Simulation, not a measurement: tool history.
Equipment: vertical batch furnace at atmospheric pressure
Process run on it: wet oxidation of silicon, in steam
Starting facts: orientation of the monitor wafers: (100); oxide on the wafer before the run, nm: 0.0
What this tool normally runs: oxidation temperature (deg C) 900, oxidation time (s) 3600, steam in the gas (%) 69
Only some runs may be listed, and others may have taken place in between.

run   hour  oxidation temperature (deg C)  oxidation time (s)  steam in the gas (%)  read-back reference wafer on the same gauge, thickness  oxide thickness on the monitor wafer (Å)
  1    0.0                            900                3600                    69                                                   91.01                                    1112.4
  2   23.5                            900                3600                    69                                                   91.03                                    1114.7
  3   37.6                            900                3600                    69                                                   91.07                                    1124.2
  4   53.3                            900                3600                    69                                                   90.90                                    1125.9
  5  143.6                            892                3600                    74                                                   91.03                                    1064.7
  6  151.4                            892                3600                    74                                                   91.03                                    1059.1
  7  171.1                            892                3600                    74                                                   91.04                                    1073.0
  8  205.0                            900                3600                    69                                                   90.92                                    1134.1
  9  223.4                            900                3600                    69                                                   90.89                                    1127.4
 10  239.1                            900                3600                    69                                                   91.05                                    1115.8
 11  272.0                            924                3600                    69                                                   90.88                                    1519.5
 12  300.4                            920                5010                    58                                                   91.08                                    1690.8
 13  331.3                            900                3600                    69                                                   90.88                                    1119.8
 14  347.1                            884                5040                    72                                                   91.00                                    1246.5
 15  376.8                            879                3600                    69                                                   91.08                                     810.1
 16  400.5                            883                3600                    73                                                   91.09                                     902.0
 17  423.8                            914                1920                    62                                                   90.93                                     692.9
 18  454.5                            876                2640                    69                                                   91.12                                     575.9

Not shown: 3 entries that the log had between the listed runs. Between which runs, and how does the tool's hidden state differ before and after?
From run 4 to run 5: steam generator serviced (hour 143.1)
  the hidden state is the same at both runs
From run 7 to run 8: gauge calibrated (hour 180.2)
  the hidden state is the same at both runs
From run 10 to run 11: thermocouples replaced and temperature profile calibrated (hour 269.6)
  the hidden state is the same at both runs
